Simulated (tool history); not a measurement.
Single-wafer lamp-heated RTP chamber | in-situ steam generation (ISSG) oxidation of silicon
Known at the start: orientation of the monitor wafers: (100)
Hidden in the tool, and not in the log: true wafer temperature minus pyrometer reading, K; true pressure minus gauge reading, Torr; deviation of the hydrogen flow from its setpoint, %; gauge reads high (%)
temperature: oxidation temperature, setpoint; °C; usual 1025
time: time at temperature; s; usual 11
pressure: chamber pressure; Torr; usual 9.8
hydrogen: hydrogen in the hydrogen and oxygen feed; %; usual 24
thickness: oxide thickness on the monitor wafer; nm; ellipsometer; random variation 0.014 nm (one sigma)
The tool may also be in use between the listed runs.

run   hour  temperature  time  pressure  hydrogen  wafers since the last listed run  wafers since the last pyrometer calibration  hours since the pressure gauge was zeroed  hours since the hydrogen flow controller was replaced  hours since the gauge calibration  read-back reference wafer on the same gauge, thickness  thickness
  1      0         1025    11       9.8        24                                 0                                         4002                                     3220.6                                                 4672.3                              139.5                                                   4.705      4.679
      13.4  -- gauge calibrated
  2   17.1         1034    11       9.8        24                               157                                         4159                                     3237.7                                                 4689.4                                3.7                                                   4.702      4.851
  3   23.2         1025    11       9.8        27                                56                                         4216                                     3243.8                                                 4695.5                                9.8                                                   4.712      4.812
  4   34.4         1025    11       9.8        27                               103                                         4319                                       3255                                                 4706.7                                 21                                                   4.705      4.816
  5   50.8         1014    11       8.9        24                               151                                         4470                                     3271.4                                                 4723.1                               37.4                                                    4.71      4.546
  6   60.6         1014    11       8.9        24                                90                                         4560                                     3281.2                                                 4732.9                               47.2                                                   4.706      4.548
  7   71.1         1025    11       9.8        19                                96                                         4657                                     3291.7                                                 4743.4                               57.7                                                    4.71      4.444
  8   87.1         1025    11       9.8        32                               147                                         4805                                     3307.7                                                 4759.4                               73.7                                                   4.708      5.044
  9   93.1         1017     8       9.8        24                                55                                         4860                                     3313.7                                                 4765.4                               79.7                                                    4.71      3.924
     137.4  -- pyrometer window cleaned and pyrometer calibrated
 10  145.9         1025    11       9.8        24                               413                                           78                                     3366.5                                                 4818.2                              132.5                                                   4.714      4.523
     160.9  -- hydrogen flow controller replaced
 11  161.4         1025     9       9.8        24                                69                                          147                                       3382                                                    0.5                                148                                                   4.711       4.14
 12  178.3         1043    11       9.8        24                               155                                          303                                     3398.9                                                   17.4                              164.9                                                   4.712      4.903
       192  -- pressure gauge zeroed
 13    194         1010     8       8.5        24                                71                                          374                                          2                                                   33.1                              180.6                                                   4.707       3.81
     196.9  -- gauge calibrated
 14    233         1025    11      10.2        24                               359                                          734                                         41                                                   72.1                               36.1                                                   4.712      4.498
 15    251         1034    11       9.8        24                               165                                          900                                         59                                                   90.1                               54.1                                                   4.712      4.747

4 ways to go on from here, each from the tool as it stands after run 15. What would each give?
  A  251.4         1038    11       9.8        24                                 3                                          903                                       59.4                                                   90.5                               54.5                                                       ?          ?
  B  251.4         1025    13       8.9        17                                 3                                          903                                       59.4                                                   90.5                               54.5                                                       ?          ?
  C  251.4         1018    11       9.8        24                                 3                                          903                                       59.4                                                   90.5                               54.5                                                       ?          ?
  D  251.4         1015    11       9.8        29                                 3                                          903                                       59.4                                                   90.5                               54.5                                                       ?          ?

run  read-back reference wafer on the same gauge, thickness  thickness
  A                                                   4.707      4.811
  B                                                   4.707      4.602
  C                                                   4.707      4.429
  D                                                   4.707      4.584
Without the tool's hidden state the same runs would have given:
run  thickness
  A      4.756
  B      4.551
  C      4.384
  D      4.539
